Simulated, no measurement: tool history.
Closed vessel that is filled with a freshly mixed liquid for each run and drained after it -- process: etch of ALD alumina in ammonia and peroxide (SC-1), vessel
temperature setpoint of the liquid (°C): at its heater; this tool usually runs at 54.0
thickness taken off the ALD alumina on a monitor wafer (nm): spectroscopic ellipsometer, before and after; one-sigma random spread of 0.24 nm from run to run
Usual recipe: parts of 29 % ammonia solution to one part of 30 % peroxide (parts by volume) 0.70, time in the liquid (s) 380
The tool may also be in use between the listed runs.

| run | hour | temperature setpoint of the liquid (°C) | parts of 29 % ammonia solution to one part of 30 % peroxide (parts by volume) | time in the liquid (s) | read-back film thickness of the ALD alumina reference wafer, read on the same gauge (nm) | thickness taken off the ALD alumina on a monitor wafer (nm) |
|---|---|---|---|---|---|---|
| 1 | 0.0 | 54.0 | 0.70 | 380 | 59.99 | 26.39 |
| 2 | 16.9 | 54.0 | 0.70 | 380 | 60.00 | 26.70 |
| 3 | 44.6 | 54.0 | 0.70 | 380 | 59.99 | 26.35 |
| 4 | 59.3 | 54.0 | 0.90 | 320 | 60.01 | 23.17 |
| 5 | 83.6 | 54.0 | 0.90 | 320 | 60.00 | 23.08 |
| 6 | 97.6 | 54.0 | 0.90 | 320 | 60.00 | 22.81 |
| 7 | 124.6 | 54.0 | 0.70 | 380 | 60.01 | 26.71 |
| 8 | 143.7 | 54.0 | 0.70 | 380 | 60.00 | 26.72 |
| 9 | 178.8 | 54.0 | 0.70 | 380 | 60.01 | 26.53 |
| 10 | 207.8 | 54.0 | 0.70 | 380 | 60.00 | 26.94 |
| 11 | 241.5 | 54.0 | 0.70 | 380 | 59.99 | 26.86 |
| 12 | 273.1 | 54.0 | 0.70 | 380 | 59.99 | 27.12 |
| 13 | 302.6 | 54.0 | 0.70 | 380 | 60.00 | 27.11 |
| 14 | 323.4 | 54.0 | 1.00 | 380 | 60.01 | 27.43 |
|  | 325.4 | thermometer replaced |
| 15 | 338.9 | 63.5 | 0.80 | 380 | 60.00 | 43.96 |
|  | 364.1 | new drum of ammonia solution connected |
| 16 | 371.9 | 58.0 | 0.85 | 380 | 59.98 | 33.65 |
|  | 377.6 | ammonia flow meter replaced |
|  | 382.7 | gauge calibrated |
| 17 | 404.8 | 62.5 | 0.70 | 380 | 60.01 | 41.62 |
| 18 | 417.1 | 54.0 | 0.70 | 380 | 60.01 | 26.60 |
| 19 | 431.1 | 54.0 | 0.70 | 225 | 60.01 | 16.09 |
| 20 | 465.2 | 54.0 | 0.70 | 380 | 59.99 | 26.39 |
| 21 | 487.1 | 49.0 | 0.40 | 380 | 60.01 | 19.48 |
| 22 | 511.4 | 48.0 | 0.45 | 240 | 59.99 | 11.70 |

Branching from run 22: 5 alternative next runs. What would each branch give?
| A | 512.2 | 54.0 | 0.85 | 380 | ? | ? |
| B | 512.2 | 57.5 | 1.05 | 225 | ? | ? |
| C | 512.2 | 54.0 | 0.70 | 170 | ? | ? |
| D | 512.2 | 48.5 | 1.00 | 445 | ? | ? |
| E | 512.2 | 57.5 | 0.70 | 380 | ? | ? |

| run | read-back film thickness of the ALD alumina reference wafer, read on the same gauge (nm) | thickness taken off the ALD alumina on a monitor wafer (nm) |
|---|---|---|
| A | 60.02 | 27.45 |
| B | 60.02 | 19.95 |
| C | 60.02 | 12.06 |
| D | 60.02 | 24.19 |
| E | 60.02 | 32.43 |
Without the tool's hidden state the same runs would have given:
| run | thickness taken off the ALD alumina on a monitor wafer (nm) |
|---|---|
| A | 27.45 |
| B | 19.95 |
| C | 12.06 |
| D | 24.19 |
| E | 32.43 |
